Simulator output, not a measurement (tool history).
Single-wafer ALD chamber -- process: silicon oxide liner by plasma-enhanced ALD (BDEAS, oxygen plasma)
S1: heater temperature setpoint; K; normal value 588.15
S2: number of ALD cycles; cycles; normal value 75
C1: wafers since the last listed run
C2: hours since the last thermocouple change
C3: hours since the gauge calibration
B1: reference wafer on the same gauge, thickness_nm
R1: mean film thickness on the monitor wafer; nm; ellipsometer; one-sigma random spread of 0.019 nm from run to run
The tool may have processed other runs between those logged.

Run 1, hour 0.0: usual settings but S1 597.15 K; C1 0; C2 68.8; C3 683.6; B1 8.516. Result: R1 7.465 nm.
Run 2, hour 32.4: usual settings but S1 595.15 K, S2 80 cycles; C1 95; C2 101.2; C3 716.0; B1 8.503. Result: R1 7.984 nm.
Run 3, hour 63.3: usual settings but S1 595.15 K, S2 80 cycles; C1 90; C2 132.1; C3 746.9; B1 8.517. Result: R1 7.960 nm.
At hour 66.0: gauge calibrated.
Run 4, hour 75.9: usual settings; C1 36; C2 144.7; C3 9.9; B1 8.508. Result: R1 7.543 nm.
Run 5, hour 93.8: usual settings; C1 52; C2 162.6; C3 27.8; B1 8.509. Result: R1 7.505 nm.
Run 6, hour 118.4: usual settings; C1 72; C2 187.2; C3 52.4; B1 8.515. Result: R1 7.542 nm.
Run 7, hour 139.1: usual settings but S1 591.15 K; C1 60; C2 207.9; C3 73.1; B1 8.507. Result: R1 7.504 nm.
Run 8, hour 163.9: usual settings but S1 591.15 K; C1 72; C2 232.7; C3 97.9; B1 8.511. Result: R1 7.479 nm.
Run 9, hour 195.1: usual settings; C1 91; C2 263.9; C3 129.1; B1 8.505. Result: R1 7.520 nm.
Run 10, hour 211.5: usual settings but S1 594.15 K; C1 48; C2 280.3; C3 145.5; B1 8.503. Result: R1 7.495 nm.
Run 11, hour 245.6: usual settings but S1 594.15 K; C1 100; C2 314.4; C3 179.6; B1 8.504. Result: R1 7.490 nm.
Run 12, hour 268.2: usual settings but S1 594.15 K; C1 66; C2 337.0; C3 202.2; B1 8.517. Result: R1 7.471 nm.
Run 13, hour 289.1: usual settings but S1 582.15 K, S2 81 cycles; C1 61; C2 357.9; C3 223.1; B1 8.507. Result: R1 8.185 nm.
Run 14, hour 306.5: usual settings but S1 582.15 K, S2 81 cycles; C1 51; C2 375.3; C3 240.5; B1 8.502. Result: R1 8.221 nm.
Run 15, hour 335.1: usual settings but S1 582.15 K, S2 81 cycles; C1 83; C2 403.9; C3 269.1; B1 8.503. Result: R1 8.193 nm.
Run 16, hour 355.9: usual settings; C1 61; C2 424.7; C3 289.9; B1 8.516. Result: R1 7.539 nm.
Run 17, hour 381.8: usual settings; C1 75; C2 450.6; C3 315.8; B1 8.508. Result: R1 7.572 nm.
Run 18, hour 403.9: usual settings; C1 64; C2 472.7; C3 337.9; B1 8.517. Result: R1 7.543 nm.
Run 19, hour 417.2: usual settings; C1 39; C2 486.0; C3 351.2; B1 8.517. Result: R1 7.520 nm.
Run 20, hour 445.9: usual settings but S1 583.15 K; C1 84; C2 514.7; C3 379.9; B1 8.511. Result: R1 7.546 nm.
Run 21, hour 462.7: usual settings but S1 583.15 K; C1 49; C2 531.5; C3 396.7; B1 8.509. Result: R1 7.589 nm.
Run 22, hour 483.6: usual settings but S1 593.15 K; C1 61; C2 552.4; C3 417.6; B1 8.514. Result: R1 7.503 nm.
Run 23, hour 509.9: usual settings; C1 77; C2 578.7; C3 443.9; B1 8.514. Result: R1 7.549 nm.
Run 24, hour 543.6: usual settings but S1 595.15 K, S2 65 cycles; C1 98; C2 612.4; C3 477.6; B1 8.509. Result: R1 6.473 nm.
Run 25, hour 574.7: usual settings; C1 91; C2 643.5; C3 508.7; B1 8.508. Result: R1 7.580 nm.
Run 26, hour 601.5: usual settings; C1 78; C2 670.3; C3 535.5; B1 8.510. Result: R1 7.528 nm.
Run 27, hour 633.3: usual settings; C1 93; C2 702.1; C3 567.3; B1 8.507. Result: R1 7.539 nm.
Run 28, hour 668.1: usual settings but S1 575.15 K, S2 69 cycles; C1 102; C2 736.9; C3 602.1; B1 8.500. Result: R1 7.048 nm.
Run 29, hour 735.4: usual settings but S1 600.15 K, S2 66 cycles; C1 197; C2 804.2; C3 669.4; B1 8.508. Result: R1 6.547 nm.
Run 30, hour 750.3: usual settings but S1 574.15 K, S2 62 cycles; C1 43; C2 819.1; C3 684.3; B1 8.512. Result: R1 6.314 nm.
At hour 809.5: thermocouple changed; heater temperature recalibrated.
Run 31, hour 816.0: usual settings; C1 169; C2 6.5; C3 750.0; B1 8.513. Result: R1 7.538 nm.
At hour 818.3: gauge calibrated.
Run 32, hour 835.5: usual settings; C1 57; C2 26.0; C3 17.2; B1 8.508. Result: R1 7.542 nm.
Run 33, hour 854.5: usual settings but S1 603.15 K, S2 80 cycles; C1 55; C2 45.0; C3 36.2; B1 8.511. Result: R1 7.851 nm.
Run 34, hour 878.8: usual settings but S1 597.15 K, S2 63 cycles; C1 71; C2 69.3; C3 60.5; B1 8.501. Result: R1 6.256 nm.
Run 35, hour 905.0: usual settings but S1 597.15 K, S2 86 cycles; C1 76; C2 95.5; C3 86.7; B1 8.514. Result: R1 8.509 nm.
Run 36, hour 937.5: usual settings but S1 603.15 K, S2 79 cycles; C1 95; C2 128.0; C3 119.2; B1 8.507. Result: R1 7.761 nm.
Run 37, hour 968.5: usual settings; C1 90; C2 159.0; C3 150.2; B1 8.517. Result: R1 7.549 nm.
Run 38, hour 987.3: usual settings but S2 67 cycles; C1 55; C2 177.8; C3 169.0; B1 8.499. Result: R1 6.740 nm.
Run 39, hour 1016.4: usual settings but S1 599.15 K, S2 86 cycles; C1 85; C2 206.9; C3 198.1; B1 8.499. Result: R1 8.550 nm.
Run 40, hour 1046.2: usual settings but S2 82 cycles; C1 87; C2 236.7; C3 227.9; B1 8.506. Result: R1 8.267 nm.
Run 41, hour 1071.2: usual settings but S1 575.15 K; C1 73; C2 261.7; C3 252.9; B1 8.508. Result: R1 7.653 nm.
Run 42, hour 1105.7: usual settings; C1 101; C2 296.2; C3 287.4; B1 8.507. Result: R1 7.543 nm.

How the hidden state differs across the entries between the runs, from the last listed run before each to the first after it:
In the gap between runs 3 and 4: gauge calibrated (hour 66.0)
  no hidden state differs between the two runs
In the gap between runs 30 and 31: thermocouple changed; heater temperature recalibrated (hour 809.5)
  no hidden state differs between the two runs
In the gap between runs 31 and 32: gauge calibrated (hour 818.3)
  no hidden state differs between the two runs

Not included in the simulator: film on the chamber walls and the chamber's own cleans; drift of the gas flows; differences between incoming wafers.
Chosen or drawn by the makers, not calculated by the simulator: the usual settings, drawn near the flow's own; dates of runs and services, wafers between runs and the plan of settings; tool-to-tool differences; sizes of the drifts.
